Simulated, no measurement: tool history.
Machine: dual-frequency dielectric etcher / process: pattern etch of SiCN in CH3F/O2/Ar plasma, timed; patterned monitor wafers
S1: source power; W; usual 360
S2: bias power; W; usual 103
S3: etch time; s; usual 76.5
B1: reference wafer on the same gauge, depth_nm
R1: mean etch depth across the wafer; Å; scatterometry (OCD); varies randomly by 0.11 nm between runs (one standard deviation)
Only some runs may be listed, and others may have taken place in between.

| run | hour | S1 | S2 | S3 | B1 | R1 |
|---|---|---|---|---|---|---|
| 1 | 0.0 | 360 | 103 | 76.5 | 31.30 | 305.6 |
| 2 | 25.7 | 360 | 103 | 76.5 | 31.35 | 304.7 |
| 3 | 52.3 | 360 | 103 | 76.5 | 31.33 | 303.3 |
| 4 | 88.6 | 360 | 103 | 76.5 | 31.28 | 304.3 |
| 5 | 114.6 | 360 | 96 | 76.5 | 31.34 | 292.2 |
| 6 | 183.4 | 360 | 103 | 76.5 | 31.29 | 301.1 |
| 7 | 231.4 | 360 | 103 | 90.5 | 31.22 | 357.5 |
| 8 | 279.0 | 360 | 103 | 61.5 | 31.31 | 241.9 |
| 9 | 325.4 | 360 | 103 | 61.5 | 31.32 | 241.8 |
| 10 | 352.4 | 360 | 103 | 61.5 | 31.27 | 241.6 |
| 11 | 380.3 | 360 | 103 | 92.5 | 31.26 | 361.1 |
|  | 413.1 | gauge calibrated |
|  | 416.1 | wet clean of the chamber |
| 12 | 431.8 | 360 | 103 | 76.5 | 31.30 | 292.0 |
| 13 | 518.5 | 360 | 103 | 76.5 | 31.28 | 292.2 |
| 14 | 590.2 | 360 | 103 | 76.5 | 31.31 | 289.4 |
|  | 647.4 | upper electrode replaced |
| 15 | 647.9 | 280 | 91 | 88.5 | 31.35 | 282.0 |
| 16 | 688.3 | 360 | 103 | 76.5 | 31.32 | 285.6 |
|  | 723.1 | wet clean of the chamber, repeated, since the last time left the tool worse |
| 17 | 740.7 | 400 | 103 | 94.5 | 31.35 | 397.0 |
| 18 | 797.4 | 290 | 103 | 83.0 | 31.31 | 309.3 |
|  | 825.0 | bias power generator calibrated |
|  | 841.4 | source power generator calibrated |
| 19 | 844.3 | 320 | 94 | 62.5 | 31.30 | 227.3 |
| 20 | 996.5 | 360 | 103 | 76.5 | 31.29 | 305.8 |

What does the tool deliver on the next run?
| 21 | 1063.3 | 360 | 111 | 76.5 | ? | ? |

Logged for run 21: B1 31.29, R1 318.9 Å.
With no hidden state in the tool, this same run would have given R1 323.3 Å.

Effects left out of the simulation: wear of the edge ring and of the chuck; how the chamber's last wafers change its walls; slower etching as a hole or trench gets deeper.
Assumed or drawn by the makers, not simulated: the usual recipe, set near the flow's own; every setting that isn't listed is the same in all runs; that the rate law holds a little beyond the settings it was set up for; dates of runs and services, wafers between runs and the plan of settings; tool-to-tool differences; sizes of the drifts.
